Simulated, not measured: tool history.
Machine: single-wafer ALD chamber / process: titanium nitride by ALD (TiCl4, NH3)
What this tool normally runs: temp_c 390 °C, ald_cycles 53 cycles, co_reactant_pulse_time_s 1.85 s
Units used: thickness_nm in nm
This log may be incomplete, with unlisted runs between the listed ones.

run   hour  temp_c  ald_cycles  co_reactant_pulse_time_s  read-back reference wafer on the same gauge, thickness_nm  thickness_nm
  1    0.0     390          53                      1.85                                                      1.319         1.193
  2    9.2     390          48                      1.85                                                      1.322         1.079
  3   16.3     390          48                      1.85                                                      1.322         1.085
  4   23.7     401          45                      1.85                                                      1.320         1.021
  5   47.5     401          45                      1.85                                                      1.318         1.015
  6   53.6     390          61                      1.85                                                      1.321         1.366
  7   65.1     390          61                      1.85                                                      1.320         1.370
  8   71.3     390          61                      1.85                                                      1.322         1.367
      88.9  -- thermocouple changed; heater temperature recalibrated
  9   89.4     390          53                      1.85                                                      1.320         1.184
 10   96.6     390          53                      1.85                                                      1.318         1.190
 11  102.6     390          53                      1.85                                                      1.320         1.186
 12  115.9     390          53                      1.85                                                      1.318         1.188
     122.7  -- gauge calibrated
 13  124.2     390          53                      1.85                                                      1.320         1.187
 14  138.0     390          59                      1.85                                                      1.318         1.324
 15  146.6     390          53                      1.85                                                      1.321         1.188
 16  155.4     390          49                      1.85                                                      1.319         1.102
     175.5  -- showerhead replaced
 17  176.0     397          44                      1.85                                                      1.319         1.002
 18  185.5     382          56                      2.41                                                      1.318         1.270
 19  201.9     390          53                      1.85                                                      1.321         1.193
 20  215.5     385          56                      1.27                                                      1.320         1.222
 21  227.8     390          46                      1.85                                                      1.322         1.032
 22  245.6     390          59                      2.43                                                      1.320         1.340
     250.1  -- gauge calibrated
 23  256.5     397          48                      2.48                                                      1.321         1.098
 24  272.2     390          59                      2.43                                                      1.322         1.342

Each row is a separate what-if for the run after 24, all from the same tool condition, not one after another. Results?
  A  272.7     390          53                      1.85                                                          ?             ?
  B  272.7     381          57                      1.18                                                          ?             ?
  C  272.7     390          53                      1.22                                                          ?             ?

run  read-back reference wafer on the same gauge, thickness_nm  thickness_nm
  A                                                      1.319         1.199
  B                                                      1.319         1.236
  C                                                      1.319         1.170
Without the tool's unlogged condition, the same runs would have read:
run  thickness_nm
  A         1.199
  B         1.236
  C         1.170
